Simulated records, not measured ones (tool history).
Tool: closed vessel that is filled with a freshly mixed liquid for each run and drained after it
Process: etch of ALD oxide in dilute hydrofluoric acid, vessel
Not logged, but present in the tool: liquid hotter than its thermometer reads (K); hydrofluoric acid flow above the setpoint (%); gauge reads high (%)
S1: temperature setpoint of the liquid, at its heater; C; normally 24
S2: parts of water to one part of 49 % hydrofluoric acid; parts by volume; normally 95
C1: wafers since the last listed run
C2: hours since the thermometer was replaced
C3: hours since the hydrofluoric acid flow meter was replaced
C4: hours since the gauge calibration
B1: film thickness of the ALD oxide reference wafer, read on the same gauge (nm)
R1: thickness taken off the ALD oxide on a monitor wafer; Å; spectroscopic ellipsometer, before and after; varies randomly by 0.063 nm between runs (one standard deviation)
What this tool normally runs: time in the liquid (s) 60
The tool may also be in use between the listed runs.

Run 1, hour 0: usual settings; C1 0; C2 1680.7; C3 1870.5; C4 225.5; B1 70.01. Result: R1 112.8 Å.
Run 2, hour 27.6: usual settings; C1 2558; C2 1708.3; C3 1898.1; C4 253.1; B1 70. Result: R1 115.7 Å.
Run 3, hour 53.2: usual settings; C1 2372; C2 1733.9; C3 1923.7; C4 278.7; B1 69.98. Result: R1 113.2 Å.
Run 4, hour 68.4: usual settings; C1 1408; C2 1749.1; C3 1938.9; C4 293.9; B1 69.99. Result: R1 114.4 Å.
Run 5, hour 90.8: usual settings; C1 2076; C2 1771.5; C3 1961.3; C4 316.3; B1 69.99. Result: R1 113.7 Å.
Run 6, hour 113.4: usual settings; C1 2094; C2 1794.1; C3 1983.9; C4 338.9; B1 70. Result: R1 115.6 Å.
Run 7, hour 187.4: usual settings; C1 6859; C2 1868.1; C3 2057.9; C4 412.9; B1 70. Result: R1 115.5 Å.
Run 8, hour 217.3: usual settings; C1 2771; C2 1898; C3 2087.8; C4 442.8; B1 70. Result: R1 115.3 Å.
At hour 231.7: thermometer replaced.
Run 9, hour 243.7: usual settings; C1 2354; C2 12; C3 2114.2; C4 469.2; B1 70.01. Result: R1 104.8 Å.
Run 10, hour 266.3: usual settings; C1 2094; C2 34.6; C3 2136.8; C4 491.8; B1 69.98. Result: R1 107.1 Å.
At hour 281.7: gauge calibrated.
Run 11, hour 298.6: usual settings; C1 2994; C2 66.9; C3 2169.1; C4 16.9; B1 70.02. Result: R1 106.4 Å.
Run 12, hour 312.3: usual settings; C1 1269; C2 80.6; C3 2182.8; C4 30.6; B1 70. Result: R1 108 Å.
Run 13, hour 332.8: usual settings; C1 1900; C2 101.1; C3 2203.3; C4 51.1; B1 70.03. Result: R1 107.1 Å.
Run 14, hour 357.1: usual settings but S1 22 C, S2 65 parts by volume; C1 2252; C2 125.4; C3 2227.6; C4 75.4; B1 70.01. Result: R1 146.8 Å.
Run 15, hour 369.6: usual settings; C1 1158; C2 137.9; C3 2240.1; C4 87.9; B1 70. Result: R1 107.3 Å.
Run 16, hour 389.3: usual settings but S1 20.5 C, S2 50 parts by volume; C1 1826; C2 157.6; C3 2259.8; C4 107.6; B1 70.01. Result: R1 187 Å.
Run 17, hour 404.8: usual settings but S1 22 C, time in the liquid (s) 75; C1 1436; C2 173.1; C3 2275.3; C4 123.1; B1 70.02. Result: R1 123 Å.
Run 18, hour 437.1: usual settings but S1 26 C, S2 70 parts by volume; C1 2994; C2 205.4; C3 2307.6; C4 155.4; B1 69.99. Result: R1 162.4 Å.
Run 19, hour 466.8: usual settings but S1 28 C, S2 115 parts by volume, time in the liquid (s) 85; C1 2753; C2 235.1; C3 2337.3; C4 185.1; B1 69.96. Result: R1 145 Å.
At hour 469.6: hydrofluoric acid flow meter replaced.
Run 20, hour 497.4: usual settings but S1 20 C, S2 55 parts by volume, time in the liquid (s) 90; C1 2743; C2 265.7; C3 27.8; C4 215.7; B1 70.02. Result: R1 217.8 Å.
Run 21, hour 529.7: usual settings but time in the liquid (s) 45; C1 2994; C2 298; C3 60.1; C4 248; B1 70. Result: R1 71.5 Å.
Run 22, hour 557: usual settings but S2 140 parts by volume; C1 2530; C2 325.3; C3 87.4; C4 275.3; B1 69.99. Result: R1 61.7 Å.
Run 23, hour 579.7: usual settings but S2 110 parts by volume; C1 2104; C2 348; C3 110.1; C4 298; B1 69.99. Result: R1 81.1 Å.
Run 24, hour 607.6: usual settings but S1 26 C, S2 145 parts by volume, time in the liquid (s) 30; C1 2586; C2 375.9; C3 138; C4 325.9; B1 70. Result: R1 31.8 Å.
Run 25, hour 642.3: usual settings; C1 3216; C2 410.6; C3 172.7; C4 360.6; B1 70. Result: R1 95.3 Å.
Run 26, hour 659.9: usual settings but S1 28.5 C, S2 65 parts by volume, time in the liquid (s) 30; C1 1631; C2 428.2; C3 190.3; C4 378.2; B1 70. Result: R1 87.5 Å.
Run 27, hour 680.9: usual settings but time in the liquid (s) 45; C1 1946; C2 449.2; C3 211.3; C4 399.2; B1 69.99. Result: R1 72.1 Å.
Run 28, hour 699.1: usual settings but S1 22.5 C, S2 45 parts by volume, time in the liquid (s) 40; C1 1687; C2 467.4; C3 229.5; C4 417.4; B1 70. Result: R1 136.7 Å.
Run 29, hour 737.4: usual settings but S2 120 parts by volume, time in the liquid (s) 35; C1 3550; C2 505.7; C3 267.8; C4 455.7; B1 70.01. Result: R1 43.7 Å.

Some steps in R1, run to run, broken into two amounts with sign: the step expected even without the hidden condition (settings, incoming material, random variation), and the rest, left for the hidden condition together with whatever gauge scatter is not in both the measured and the hidden-condition-free result:
Run 8 -> 9: thermometer replaced. R1 -10.5 Å: hidden state -9.8, all else -0.7.
Run 19 -> 20: S1 28 -> 20, S2 115 -> 55, time in the liquid (s) 85 -> 90, hydrofluoric acid flow meter replaced. R1 +72.8 Å: hidden state -16.9, all else +89.7.
Run 20 -> 21: S1 20 -> 24, S2 55 -> 95, time in the liquid (s) 90 -> 45. R1 -146.3 Å: hidden state -1.9, all else -144.4.
Run 28 -> 29: S1 22.5 -> 24, S2 45 -> 120, time in the liquid (s) 40 -> 35. R1 -93 Å: hidden state -3, all else -90.

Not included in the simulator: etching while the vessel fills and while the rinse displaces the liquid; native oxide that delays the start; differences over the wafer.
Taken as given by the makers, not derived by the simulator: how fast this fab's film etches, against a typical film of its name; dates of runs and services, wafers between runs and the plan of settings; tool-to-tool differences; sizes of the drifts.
